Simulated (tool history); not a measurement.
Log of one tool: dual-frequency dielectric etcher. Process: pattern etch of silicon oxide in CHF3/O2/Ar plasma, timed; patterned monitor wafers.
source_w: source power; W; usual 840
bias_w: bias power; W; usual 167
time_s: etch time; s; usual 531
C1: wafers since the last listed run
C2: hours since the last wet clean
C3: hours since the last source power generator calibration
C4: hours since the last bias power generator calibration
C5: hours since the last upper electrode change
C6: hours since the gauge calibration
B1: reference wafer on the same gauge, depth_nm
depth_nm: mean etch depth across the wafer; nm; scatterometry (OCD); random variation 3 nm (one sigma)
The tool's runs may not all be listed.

Run 1, day 0: usual settings; C1 0; C2 398.1; C3 5098.7; C4 5005.8; C5 4355.4; C6 151.6; B1 1252.1. Result: depth_nm 1119.6 nm.
Run 2, day 1: usual settings; C1 94; C2 422.1; C3 5122.7; C4 5029.8; C5 4379.4; C6 175.6; B1 1249.9. Result: depth_nm 1124 nm.
Run 3, day 1.667: usual settings; C1 62; C2 438.1; C3 5138.7; C4 5045.8; C5 4395.4; C6 191.6; B1 1249.4. Result: depth_nm 1123.6 nm.
Run 4, day 2.679: usual settings; C1 95; C2 462.4; C3 5163; C4 5070.1; C5 4419.7; C6 215.9; B1 1249.7. Result: depth_nm 1121 nm.
Run 5, day 4.054: usual settings; C1 129; C2 495.4; C3 5196; C4 5103.1; C5 4452.7; C6 248.9; B1 1248.8. Result: depth_nm 1124.3 nm.
At day 5.462: source power generator calibrated.
Run 6, day 5.483: usual settings; C1 119; C2 529.7; C3 0.5; C4 5137.4; C5 4487; C6 283.2; B1 1250.6. Result: depth_nm 1127.3 nm.
Run 7, day 6.008: usual settings but time_s 434.5 s; C1 49; C2 542.3; C3 13.1; C4 5150; C5 4499.6; C6 295.8; B1 1249.8. Result: depth_nm 919.1 nm.
At day 6.688: gauge calibrated.
At day 7.158: wet clean of the chamber.
Run 8, day 7.179: usual settings; C1 16; C2 0.5; C3 41.2; C4 5178.1; C5 4527.7; C6 11.8; B1 1249.2. Result: depth_nm 1122.9 nm.
Run 9, day 8.112: usual settings but source_w 770 W, bias_w 152 W, time_s 395 s; C1 88; C2 22.9; C3 63.6; C4 5200.5; C5 4550.1; C6 34.2; B1 1249.8. Result: depth_nm 767.1 nm.
Run 10, day 9.404: usual settings; C1 121; C2 53.9; C3 94.6; C4 5231.5; C5 4581.1; C6 65.2; B1 1250.6. Result: depth_nm 1123.1 nm.
At day 10.412: upper electrode replaced.
Run 11, day 10.433: usual settings but source_w 930 W, bias_w 147 W, time_s 586 s; C1 2; C2 78.6; C3 119.3; C4 5256.2; C5 0.5; C6 89.9; B1 1250.7. Result: depth_nm 1263.6 nm.
At day 10.846: bias power generator calibrated.
Run 12, day 11.233: usual settings but source_w 740 W; C1 59; C2 97.8; C3 138.5; C4 9.3; C5 19.7; C6 109.1; B1 1249.8. Result: depth_nm 1038.3 nm.
Run 13, day 12.138: usual settings but source_w 900 W, time_s 375.5 s; C1 85; C2 119.5; C3 160.2; C4 31; C5 41.4; C6 130.8; B1 1248.9. Result: depth_nm 830.1 nm.
Run 14, day 12.783: usual settings but source_w 730 W, bias_w 187 W, time_s 679.5 s; C1 60; C2 135; C3 175.7; C4 46.5; C5 56.9; C6 146.3; B1 1248.3. Result: depth_nm 1369.5 nm.
Run 15, day 13.558: usual settings but source_w 920 W, time_s 604 s; C1 73; C2 153.6; C3 194.3; C4 65.1; C5 75.5; C6 164.9; B1 1249.9. Result: depth_nm 1355.4 nm.
Run 16, day 14.85: usual settings; C1 121; C2 184.6; C3 225.3; C4 96.1; C5 106.5; C6 195.9; B1 1249.1. Result: depth_nm 1125.2 nm.

5 ways to go on from here, each from the tool as it stands after run 16. What would each give?
Run A, day 14.875: usual settings; C1 2; C2 185.2; C3 225.9; C4 96.7; C5 107.1; C6 196.5; B1 ?. Result: depth_nm ?.
Run B, day 14.875: usual settings but source_w 1030 W; C1 2; C2 185.2; C3 225.9; C4 96.7; C5 107.1; C6 196.5; B1 ?. Result: depth_nm ?.
Run C, day 14.875: usual settings but source_w 1000 W, bias_w 147 W, time_s 661 s; C1 2; C2 185.2; C3 225.9; C4 96.7; C5 107.1; C6 196.5; B1 ?. Result: depth_nm ?.
Run D, day 14.875: usual settings but source_w 990 W, bias_w 147 W, time_s 635 s; C1 2; C2 185.2; C3 225.9; C4 96.7; C5 107.1; C6 196.5; B1 ?. Result: depth_nm ?.
Run E, day 14.875: usual settings but bias_w 147 W, time_s 400.5 s; C1 2; C2 185.2; C3 225.9; C4 96.7; C5 107.1; C6 196.5; B1 ?. Result: depth_nm ?.

run      B1  depth_nm
  A  1249.2    1125.5
  B  1249.2      1269
  C  1249.2    1492.2
  D  1249.2    1425.3
  E  1249.2     814.7
Without the tool's hidden state the same runs would have given:
run  depth_nm
  A    1125.5
  B      1269
  C    1492.2
  D    1425.3
  E     814.7
